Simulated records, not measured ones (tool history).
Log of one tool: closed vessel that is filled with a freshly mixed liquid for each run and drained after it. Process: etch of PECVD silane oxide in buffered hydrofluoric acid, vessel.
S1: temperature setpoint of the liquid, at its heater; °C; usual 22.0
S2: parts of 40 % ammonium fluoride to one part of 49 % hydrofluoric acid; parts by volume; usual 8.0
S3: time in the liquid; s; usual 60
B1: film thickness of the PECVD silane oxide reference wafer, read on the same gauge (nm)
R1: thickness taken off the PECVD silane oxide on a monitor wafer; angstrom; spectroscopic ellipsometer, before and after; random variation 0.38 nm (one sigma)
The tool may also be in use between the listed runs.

| run | hour | S1 | S2 | S3 | B1 | R1 |
|---|---|---|---|---|---|---|
| 1 | 0.0 | 22.0 | 8.0 | 60 | 80.01 | 1557.9 |
| 2 | 9.0 | 22.0 | 8.0 | 60 | 80.04 | 1556.9 |
| 3 | 15.6 | 22.0 | 8.0 | 60 | 79.99 | 1550.3 |
| 4 | 29.2 | 22.0 | 8.0 | 60 | 79.97 | 1546.0 |
| 5 | 36.7 | 22.0 | 8.0 | 60 | 79.99 | 1555.4 |
| 6 | 47.0 | 22.0 | 8.0 | 60 | 80.04 | 1564.2 |
| 7 | 54.9 | 24.5 | 8.0 | 75 | 79.98 | 2220.5 |
| 8 | 65.2 | 24.5 | 8.0 | 75 | 80.00 | 2223.4 |
| 9 | 82.7 | 26.0 | 8.0 | 35 | 80.00 | 1125.7 |
| 10 | 102.9 | 22.0 | 6.0 | 60 | 79.97 | 2107.1 |
|  | 120.3 | gauge calibrated |
|  | 134.4 | thermometer replaced |
| 11 | 143.8 | 25.5 | 6.0 | 50 | 80.02 | 1884.5 |
| 12 | 150.2 | 20.0 | 10.5 | 45 | 80.01 | 739.9 |
| 13 | 166.0 | 25.5 | 8.0 | 60 | 80.01 | 1673.6 |
|  | 174.0 | hydrofluoric acid flow meter replaced |
| 14 | 182.0 | 19.0 | 7.0 | 30 | 80.02 | 772.9 |
| 15 | 194.4 | 22.0 | 8.0 | 60 | 79.98 | 1563.6 |
| 16 | 211.7 | 25.5 | 8.0 | 60 | 80.01 | 1907.0 |
| 17 | 219.7 | 22.0 | 8.0 | 35 | 79.95 | 915.4 |

5 ways to go on from here, each from the tool as it stands after run 17. What would each give?
| A | 220.4 | 22.0 | 8.0 | 60 | ? | ? |
| B | 220.4 | 22.0 | 10.0 | 60 | ? | ? |
| C | 220.4 | 19.0 | 6.5 | 60 | ? | ? |
| D | 220.4 | 26.0 | 6.0 | 60 | ? | ? |
| E | 220.4 | 18.0 | 5.5 | 80 | ? | ? |

| run | B1 | R1 |
|---|---|---|
| A | 80.00 | 1563.4 |
| B | 80.00 | 1288.5 |
| C | 80.00 | 1632.4 |
| D | 80.00 | 2568.0 |
| E | 80.00 | 2374.4 |
Without the tool's hidden state the same runs would have given:
| run | R1 |
|---|---|
| A | 1539.2 |
| B | 1267.7 |
| C | 1604.4 |
| D | 2526.6 |
| E | 2333.1 |
